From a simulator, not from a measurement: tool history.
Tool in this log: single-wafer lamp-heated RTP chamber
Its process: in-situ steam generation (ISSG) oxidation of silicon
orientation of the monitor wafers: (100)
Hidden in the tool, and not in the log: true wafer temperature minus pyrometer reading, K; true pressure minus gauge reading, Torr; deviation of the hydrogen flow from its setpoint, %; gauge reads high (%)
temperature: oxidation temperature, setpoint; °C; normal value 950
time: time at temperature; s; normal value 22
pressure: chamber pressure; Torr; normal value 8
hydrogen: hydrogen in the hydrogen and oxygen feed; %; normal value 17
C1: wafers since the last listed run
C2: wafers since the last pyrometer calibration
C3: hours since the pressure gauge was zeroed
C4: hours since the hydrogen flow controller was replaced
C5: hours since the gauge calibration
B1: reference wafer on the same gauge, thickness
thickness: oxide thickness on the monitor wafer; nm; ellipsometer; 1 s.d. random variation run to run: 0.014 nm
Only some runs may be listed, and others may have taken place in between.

run 1 hour=0 | temperature=950 time=22 pressure=8 hydrogen=17 | C1=0 C2=4574 C3=951.2 C4=1535.4 C5=2919 | B1=4.499 | thickness=4.093
run 2 hour=55.8 | temperature=950 time=22 pressure=8 hydrogen=17 | C1=502 C2=5076 C3=1007 C4=1591.2 C5=2974.8 | B1=4.505 | thickness=4.095
run 3 hour=120 | temperature=950 time=22 pressure=8 hydrogen=17 | C1=577 C2=5654 C3=1071.2 C4=1655.4 C5=3039 | B1=4.498 | thickness=4.118
run 4 hour=208.3 | temperature=950 time=22 pressure=8 hydrogen=17 | C1=794 C2=6449 C3=1159.5 C4=1743.7 C5=3127.3 | B1=4.501 | thickness=4.115
-- hour=274.9 pyrometer window cleaned and pyrometer calibrated
run 5 hour=311.6 | temperature=950 time=22 pressure=8 hydrogen=17 | C1=857 C2=330 C3=1262.8 C4=1847 C5=3230.6 | B1=4.499 | thickness=4.098
run 6 hour=417.4 | temperature=950 time=22 pressure=8 hydrogen=17 | C1=952 C2=1282 C3=1368.6 C4=1952.8 C5=3336.4 | B1=4.503 | thickness=4.113
run 7 hour=517.8 | temperature=950 time=22 pressure=8 hydrogen=17 | C1=903 C2=2186 C3=1469 C4=2053.2 C5=3436.8 | B1=4.498 | thickness=4.086
-- hour=546.2 hydrogen flow controller replaced
run 8 hour=607 | temperature=950 time=22 pressure=8 hydrogen=17 | C1=731 C2=2917 C3=1558.2 C4=60.8 C5=3526 | B1=4.499 | thickness=4.111
run 9 hour=697.2 | temperature=950 time=24 pressure=8 hydrogen=17 | C1=812 C2=3729 C3=1648.4 C4=151 C5=3616.2 | B1=4.504 | thickness=4.251
run 10 hour=785.8 | temperature=950 time=24 pressure=8 hydrogen=17 | C1=797 C2=4527 C3=1737 C4=239.6 C5=3704.8 | B1=4.495 | thickness=4.224
run 11 hour=850 | temperature=950 time=27 pressure=8 hydrogen=20 | C1=577 C2=5105 C3=1801.2 C4=303.8 C5=3769 | B1=4.503 | thickness=4.651
-- hour=1034.8 gauge calibrated
run 12 hour=1095.2 | temperature=950 time=27 pressure=8 hydrogen=20 | C1=2207 C2=7312 C3=2046.4 C4=549 C5=60.4 | B1=4.498 | thickness=4.634
run 13 hour=1144.6 | temperature=960 time=22 pressure=7.4 hydrogen=17 | C1=444 C2=7757 C3=2095.8 C4=598.4 C5=109.8 | B1=4.5 | thickness=4.207
-- hour=1168.9 pyrometer window cleaned and pyrometer calibrated
run 14 hour=1241.1 | temperature=950 time=27 pressure=7.4 hydrogen=17 | C1=796 C2=650 C3=2192.3 C4=694.9 C5=206.3 | B1=4.497 | thickness=4.468
run 15 hour=1347.8 | temperature=950 time=22 pressure=9.4 hydrogen=17 | C1=960 C2=1610 C3=2299 C4=801.6 C5=313 | B1=4.506 | thickness=4.044
run 16 hour=1392 | temperature=950 time=30 pressure=6.9 hydrogen=17 | C1=397 C2=2008 C3=2343.2 C4=845.8 C5=357.2 | B1=4.502 | thickness=4.655
run 17 hour=1490 | temperature=950 time=22 pressure=8 hydrogen=17 | C1=882 C2=2891 C3=2441.2 C4=943.8 C5=455.2 | B1=4.501 | thickness=4.105
run 18 hour=1589.1 | temperature=950 time=24 pressure=8 hydrogen=17 | C1=892 C2=3783 C3=2540.3 C4=1042.9 C5=554.3 | B1=4.501 | thickness=4.242
run 19 hour=1652.6 | temperature=950 time=22 pressure=8 hydrogen=17 | C1=571 C2=4354 C3=2603.8 C4=1106.4 C5=617.8 | B1=4.5 | thickness=4.098
-- hour=1724.5 pressure gauge zeroed
run 20 hour=1976.5 | temperature=957 time=22 pressure=6.9 hydrogen=21 | C1=2844 C2=7198 C3=252 C4=1430.3 C5=941.7 | B1=4.5 | thickness=4.366
run 21 hour=2084.3 | temperature=950 time=22 pressure=8 hydrogen=27 | C1=970 C2=8169 C3=359.8 C4=1538.1 C5=1049.5 | B1=4.494 | thickness=4.548
-- hour=2109.5 pyrometer window cleaned and pyrometer calibrated
run 22 hour=2167.5 | temperature=935 time=22 pressure=9 hydrogen=25 | C1=677 C2=521 C3=443 C4=1621.3 C5=1132.7 | B1=4.504 | thickness=4.241
run 23 hour=2230.3 | temperature=966 time=27 pressure=6.9 hydrogen=14 | C1=565 C2=1087 C3=505.8 C4=1684.1 C5=1195.5 | B1=4.499 | thickness=4.493
run 24 hour=2307.5 | temperature=950 time=22 pressure=7.5 hydrogen=17 | C1=695 C2=1782 C3=583 C4=1761.3 C5=1272.7 | B1=4.496 | thickness=4.099
run 25 hour=2415.2 | temperature=950 time=22 pressure=8 hydrogen=17 | C1=969 C2=2751 C3=690.7 C4=1869 C5=1380.4 | B1=4.502 | thickness=4.104
run 26 hour=2500.1 | temperature=959 time=22 pressure=8.5 hydrogen=17 | C1=764 C2=3516 C3=775.6 C4=1953.9 C5=1465.3 | B1=4.5 | thickness=4.202
run 27 hour=2545.9 | temperature=950 time=27 pressure=8 hydrogen=14 | C1=412 C2=3928 C3=821.4 C4=1999.7 C5=1511.1 | B1=4.501 | thickness=4.303
run 28 hour=2590 | temperature=950 time=22 pressure=8 hydrogen=17 | C1=397 C2=4325 C3=865.5 C4=2043.8 C5=1555.2 | B1=4.499 | thickness=4.062
run 29 hour=2675.5 | temperature=950 time=22 pressure=8 hydrogen=17 | C1=769 C2=5095 C3=951 C4=2129.3 C5=1640.7 | B1=4.501 | thickness=4.11
run 30 hour=2781 | temperature=950 time=22 pressure=8 hydrogen=17 | C1=949 C2=6045 C3=1056.5 C4=2234.8 C5=1746.2 | B1=4.498 | thickness=4.093
run 31 hour=2837.5 | temperature=931 time=28 pressure=7.6 hydrogen=17 | C1=508 C2=6553 C3=1113 C4=2291.3 C5=1802.7 | B1=4.499 | thickness=4.301
run 32 hour=2898.8 | temperature=966 time=25 pressure=7.3 hydrogen=17 | C1=551 C2=7105 C3=1174.3 C4=2352.6 C5=1864 | B1=4.5 | thickness=4.556

Consider 3 possible next runs. They are alternatives, not a sequence: every one starts from the tool as it was left by run 32. What does each give?
run A hour=2899.3 | temperature=950 time=22 pressure=8 hydrogen=17 | C1=4 C2=7110 C3=1174.8 C4=2353.1 C5=1864.5 | B1=? | thickness=?
run B hour=2899.3 | temperature=950 time=22 pressure=6.9 hydrogen=17 | C1=4 C2=7110 C3=1174.8 C4=2353.1 C5=1864.5 | B1=? | thickness=?
run C hour=2899.3 | temperature=950 time=15 pressure=8.7 hydrogen=17 | C1=4 C2=7110 C3=1174.8 C4=2353.1 C5=1864.5 | B1=? | thickness=?

run=A B1=4.496 thickness=4.086
run=B B1=4.496 thickness=4.059
run=C B1=4.496 thickness=3.488
What these runs would have given with no unlogged condition in the tool:
run=A thickness=4.086
run=B thickness=4.059
run=C thickness=3.488

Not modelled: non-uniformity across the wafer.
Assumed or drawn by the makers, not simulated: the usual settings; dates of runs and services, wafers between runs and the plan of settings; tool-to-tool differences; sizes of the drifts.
